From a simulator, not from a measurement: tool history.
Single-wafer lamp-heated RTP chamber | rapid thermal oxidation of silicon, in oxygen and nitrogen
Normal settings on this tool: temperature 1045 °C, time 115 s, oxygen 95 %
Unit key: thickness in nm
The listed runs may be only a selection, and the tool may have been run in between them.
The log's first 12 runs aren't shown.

run	hour	temperature	time	oxygen	wafers since the last listed run	wafers since the last pyrometer calibration	hours since the oxygen flow controller was replaced	hours since the gauge calibration	read-back reference wafer on the same gauge, thickness	thickness
13	628.3	1030	115	95	1297	4418	3228.0	1200.2	11.900	10.793
14	687.7	1045	115	95	497	4916	3287.4	1259.6	11.895	11.966
15	740.0	1045	115	95	438	5355	3339.7	1311.9	11.898	11.915
16	794.8	1058	129	95	459	5814	3394.5	1366.7	11.904	13.775
17	830.3	1045	74	95	297	6112	3430.0	1402.2	11.902	9.756
18	901.8	1045	62	95	599	6711	3501.5	1473.7	11.906	9.015
19	962.6	1045	135	82	509	7221	3562.3	1534.5	11.905	12.226
# hour 975.9: oxygen flow controller replaced
20	1002.0	1018	115	95	263	7484	26.1	1573.9	11.901	9.810
21	1054.6	1045	115	95	440	7925	78.7	1626.5	11.894	12.019
# hour 1065.6: gauge calibrated
22	1102.3	1070	62	95	399	8325	126.4	36.7	11.903	10.697
# hour 1129.4: pyrometer window cleaned and pyrometer calibrated
23	1129.9	1045	164	95	164	4	154.0	64.3	11.895	13.645
24	1160.4	1045	115	84	255	259	184.5	94.8	11.896	11.041
25	1231.8	1045	115	77	598	858	255.9	166.2	11.898	10.776
26	1264.2	1019	141	98	271	1130	288.3	198.6	11.901	10.841
27	1319.2	1061	170	95	461	1591	343.3	253.6	11.901	15.768
28	1385.6	1056	167	95	556	2147	409.7	320.0	11.906	15.099
29	1417.3	1058	154	95	265	2413	441.4	351.7	11.901	14.745
30	1466.9	1045	115	95	415	2829	491.0	401.3	11.897	11.794
31	1496.1	1045	115	95	244	3073	520.2	430.5	11.897	11.843
32	1528.7	1045	163	98	273	3347	552.8	463.1	11.899	14.122
33	1579.1	1045	115	95	422	3769	603.2	513.5	11.892	11.845
34	1642.9	1054	150	98	534	4304	667.0	577.3	11.901	14.489
35	1714.8	1054	101	95	602	4907	738.9	649.2	11.898	11.943
36	1745.4	1045	115	95	256	5163	769.5	679.8	11.895	11.902
37	1789.5	1045	136	95	369	5533	813.6	723.9	11.902	12.855

Below are 5 alternative next runs, each starting from the tool's condition after run 37. Predict each:
A	1790.0	1045	84	95	4	5537	814.1	724.4	?	?
B	1790.0	1045	115	70	4	5537	814.1	724.4	?	?
C	1790.0	1026	77	98	4	5537	814.1	724.4	?	?
D	1790.0	1045	151	95	4	5537	814.1	724.4	?	?
E	1790.0	1063	94	72	4	5537	814.1	724.4	?	?

run	read-back reference wafer on the same gauge, thickness	thickness
A	11.901	10.318
B	11.901	10.669
C	11.901	8.783
D	11.901	13.542
E	11.901	11.103
What these runs would have given with no unlogged condition in the tool:
run	thickness
A	9.949
B	10.286
C	8.460
D	13.053
E	10.717
